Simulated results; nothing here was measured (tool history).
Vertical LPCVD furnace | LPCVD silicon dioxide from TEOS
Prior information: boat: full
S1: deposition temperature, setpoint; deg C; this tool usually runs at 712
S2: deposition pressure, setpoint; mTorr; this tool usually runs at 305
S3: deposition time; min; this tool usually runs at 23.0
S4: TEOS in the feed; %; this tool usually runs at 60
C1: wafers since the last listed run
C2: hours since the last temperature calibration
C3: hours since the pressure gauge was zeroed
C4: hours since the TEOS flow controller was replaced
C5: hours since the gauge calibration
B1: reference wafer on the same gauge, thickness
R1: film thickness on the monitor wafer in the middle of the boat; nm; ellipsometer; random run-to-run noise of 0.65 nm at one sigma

Run 1, day 0.000: usual settings but S1 704 deg C, S2 260 mTorr; C1 0; C2 3976.5; C3 1728.6; C4 5063.3; C5 127.0; B1 193.93. Result: R1 170.05 nm.
Run 2, day 1.662: usual settings but S1 704 deg C, S2 260 mTorr; C1 702; C2 4016.4; C3 1768.5; C4 5103.2; C5 166.9; B1 194.05. Result: R1 170.18 nm.
Run 3, day 3.454: usual settings but S1 704 deg C, S2 260 mTorr; C1 756; C2 4059.4; C3 1811.5; C4 5146.2; C5 209.9; B1 193.86. Result: R1 170.01 nm.
Run 4, day 4.933: usual settings but S3 25.5 min; C1 624; C2 4094.9; C3 1847.0; C4 5181.7; C5 245.4; B1 194.00. Result: R1 245.82 nm.
Run 5, day 6.388: usual settings but S3 25.5 min; C1 614; C2 4129.8; C3 1881.9; C4 5216.6; C5 280.3; B1 193.99. Result: R1 246.38 nm.
Run 6, day 9.333: usual settings but S3 25.5 min; C1 1244; C2 4200.5; C3 1952.6; C4 5287.3; C5 351.0; B1 194.00. Result: R1 246.42 nm.
Run 7, day 10.638: usual settings; C1 550; C2 4231.8; C3 1983.9; C4 5318.6; C5 382.3; B1 193.89. Result: R1 222.68 nm.
At day 13.383: thermocouples replaced and temperature profile calibrated.
Run 8, day 13.412: usual settings; C1 749; C2 0.7; C3 2050.5; C4 5385.2; C5 448.9; B1 194.01. Result: R1 206.44 nm.
At day 15.238: TEOS flow controller replaced.
Run 9, day 15.258: usual settings; C1 357; C2 45.0; C3 2094.8; C4 0.5; C5 493.2; B1 194.12. Result: R1 208.13 nm.
Run 10, day 17.788: usual settings but S2 250 mTorr, S4 51 %; C1 1068; C2 105.7; C3 2155.5; C4 61.2; C5 553.9; B1 193.87. Result: R1 172.93 nm.
Run 11, day 20.150: usual settings but S3 18.5 min, S4 67 %; C1 998; C2 162.4; C3 2212.2; C4 117.9; C5 610.6; B1 194.06. Result: R1 175.76 nm.
At day 20.329: gauge calibrated.
Run 12, day 21.554: usual settings but S1 703 deg C, S4 68 %; C1 593; C2 196.1; C3 2245.9; C4 151.6; C5 29.4; B1 194.03. Result: R1 179.68 nm.
At day 23.512: pressure gauge zeroed.
Run 13, day 23.862: usual settings but S3 26.0 min, S4 55 %; C1 552; C2 251.5; C3 8.4; C4 207.0; C5 84.8; B1 194.07. Result: R1 224.91 nm.
Run 14, day 26.808: usual settings but S2 240 mTorr, S4 50 %; C1 1244; C2 322.2; C3 79.1; C4 277.7; C5 155.5; B1 193.95. Result: R1 168.69 nm.
Run 15, day 29.433: usual settings but S1 722 deg C, S2 235 mTorr, S4 54 %; C1 1108; C2 385.2; C3 142.1; C4 340.7; C5 218.5; B1 194.01. Result: R1 215.69 nm.
Run 16, day 32.083: usual settings; C1 1119; C2 448.8; C3 205.7; C4 404.3; C5 282.1; B1 193.99. Result: R1 206.94 nm.
Run 17, day 33.792: usual settings but S1 705 deg C, S3 26.0 min; C1 721; C2 489.8; C3 246.7; C4 445.3; C5 323.1; B1 193.99. Result: R1 200.07 nm.

What the log doesn't show, run by run:
true pressure minus gauge reading, mTorr: 0 on each run
deviation of the TEOS flow from its setpoint, %: 0 on each run
gauge reads high (%): 0 on each run
H1: true tube temperature minus thermocouple reading, K
run     H1
  1   3.19
  2   3.25
  3   3.31
  4   3.37
  5   3.42
  6   3.53
  7   3.58
  8  0.435
  9  0.435
 10  0.437
 11   0.44
 12  0.442
 13  0.447
 14  0.454
 15  0.463
 16  0.472
 17   0.48

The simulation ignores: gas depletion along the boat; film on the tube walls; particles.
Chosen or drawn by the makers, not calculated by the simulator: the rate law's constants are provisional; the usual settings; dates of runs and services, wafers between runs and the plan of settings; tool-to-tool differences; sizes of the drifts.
